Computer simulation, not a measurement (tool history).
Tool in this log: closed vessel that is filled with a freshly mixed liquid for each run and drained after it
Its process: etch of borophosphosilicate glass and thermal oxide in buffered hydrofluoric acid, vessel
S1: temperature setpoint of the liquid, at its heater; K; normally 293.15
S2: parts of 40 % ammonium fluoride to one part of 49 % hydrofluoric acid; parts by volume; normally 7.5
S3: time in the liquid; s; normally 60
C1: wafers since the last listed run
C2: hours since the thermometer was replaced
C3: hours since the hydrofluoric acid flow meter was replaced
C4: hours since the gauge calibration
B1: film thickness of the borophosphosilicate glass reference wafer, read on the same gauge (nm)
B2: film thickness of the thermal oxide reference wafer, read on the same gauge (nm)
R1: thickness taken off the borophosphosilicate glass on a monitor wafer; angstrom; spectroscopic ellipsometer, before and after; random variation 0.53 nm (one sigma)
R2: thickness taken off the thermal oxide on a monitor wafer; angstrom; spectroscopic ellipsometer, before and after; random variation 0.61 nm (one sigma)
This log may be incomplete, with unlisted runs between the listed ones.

Run 1, hour 0: usual settings; C1 0; C2 2105.1; C3 1095.9; C4 63.9; B1 149.98; B2 80.01. Result: R1 787.2 angstrom, R2 748.5 angstrom.
Run 2, hour 12.1: usual settings; C1 1396; C2 2117.2; C3 1108; C4 76; B1 150.05; B2 80.01. Result: R1 786.2 angstrom, R2 765.7 angstrom.
Run 3, hour 22.8: usual settings; C1 1234; C2 2127.9; C3 1118.7; C4 86.7; B1 149.98; B2 79.98. Result: R1 792 angstrom, R2 756.4 angstrom.
Run 4, hour 33.1: usual settings; C1 1188; C2 2138.2; C3 1129; C4 97; B1 150; B2 79.99. Result: R1 784 angstrom, R2 757 angstrom.
Run 5, hour 44.4: usual settings; C1 1304; C2 2149.5; C3 1140.3; C4 108.3; B1 149.99; B2 80.02. Result: R1 781.6 angstrom, R2 748.4 angstrom.
Run 6, hour 52.7: usual settings; C1 957; C2 2157.8; C3 1148.6; C4 116.6; B1 150.02; B2 80.01. Result: R1 792.5 angstrom, R2 754.9 angstrom.
At hour 60.6: gauge calibrated.
Run 7, hour 61.8: usual settings; C1 1050; C2 2166.9; C3 1157.7; C4 1.2; B1 149.99; B2 80.01. Result: R1 783.6 angstrom, R2 757.3 angstrom.
Run 8, hour 69.7: usual settings; C1 911; C2 2174.8; C3 1165.6; C4 9.1; B1 149.98; B2 80.01. Result: R1 792.7 angstrom, R2 754.5 angstrom.
Run 9, hour 81.2: usual settings; C1 1327; C2 2186.3; C3 1177.1; C4 20.6; B1 149.98; B2 79.97. Result: R1 791.5 angstrom, R2 755.7 angstrom.
Run 10, hour 95.8: usual settings; C1 1684; C2 2200.9; C3 1191.7; C4 35.2; B1 150; B2 80. Result: R1 787.6 angstrom, R2 756.8 angstrom.
At hour 103.1: thermometer replaced.
Run 11, hour 111.1: usual settings; C1 1650; C2 8; C3 1207; C4 50.5; B1 150.02; B2 80. Result: R1 789.2 angstrom, R2 754.5 angstrom.
Run 12, hour 125: usual settings but S1 290.15 K; C1 1604; C2 21.9; C3 1220.9; C4 64.4; B1 149.97; B2 80. Result: R1 663 angstrom, R2 636.4 angstrom.
Run 13, hour 138.4: usual settings; C1 1546; C2 35.3; C3 1234.3; C4 77.8; B1 149.99; B2 79.98. Result: R1 785.9 angstrom, R2 764.6 angstrom.
Run 14, hour 146.1: usual settings but S1 298.15 K, S2 5 parts by volume, S3 35 s; C1 888; C2 43; C3 1242; C4 85.5; B1 150; B2 80. Result: R1 869.6 angstrom, R2 834.5 angstrom.
Run 15, hour 157.7: usual settings; C1 1338; C2 54.6; C3 1253.6; C4 97.1; B1 150; B2 80.01. Result: R1 787.7 angstrom, R2 760.5 angstrom.
Run 16, hour 170: usual settings; C1 1419; C2 66.9; C3 1265.9; C4 109.4; B1 150.01; B2 80.01. Result: R1 785.8 angstrom, R2 759.8 angstrom.
Run 17, hour 184.1: usual settings but S2 10 parts by volume, S3 45 s; C1 1627; C2 81; C3 1280; C4 123.5; B1 150.02; B2 79.95. Result: R1 448.1 angstrom, R2 435.7 angstrom.
At hour 191.8: hydrofluoric acid flow meter replaced.
Run 18, hour 196: usual settings but S2 5 parts by volume, S3 70 s; C1 1257; C2 92.9; C3 4.2; C4 135.4; B1 149.97; B2 80.03. Result: R1 1344.2 angstrom, R2 1274.5 angstrom.
At hour 196.3: gauge calibrated.
Run 19, hour 206.9: usual settings but S3 35 s; C1 1257; C2 103.8; C3 15.1; C4 10.6; B1 150.02; B2 80. Result: R1 458.6 angstrom, R2 443 angstrom.
Run 20, hour 221.3: usual settings but S1 296.15 K, S3 80 s; C1 1661; C2 118.2; C3 29.5; C4 25; B1 150; B2 80.01. Result: R1 1234.4 angstrom, R2 1201.9 angstrom.
Run 21, hour 238.9: usual settings but S2 6 parts by volume, S3 95 s; C1 2031; C2 135.8; C3 47.1; C4 42.6; B1 150.01; B2 80.01. Result: R1 1558.3 angstrom, R2 1477.3 angstrom.
Run 22, hour 253.5: usual settings; C1 1684; C2 150.4; C3 61.7; C4 57.2; B1 150.03; B2 80.01. Result: R1 786.9 angstrom, R2 748.2 angstrom.
Run 23, hour 271.3: usual settings but S1 296.15 K, S2 5 parts by volume; C1 2054; C2 168.2; C3 79.5; C4 75; B1 149.99; B2 79.99. Result: R1 1323.2 angstrom, R2 1298.5 angstrom.

Hidden state, per run?
liquid hotter than its thermometer reads (K): 0, the same for each run
hydrofluoric acid flow above the setpoint (%): 0, the same for each run
gauge reads high (%): 0, the same for each run
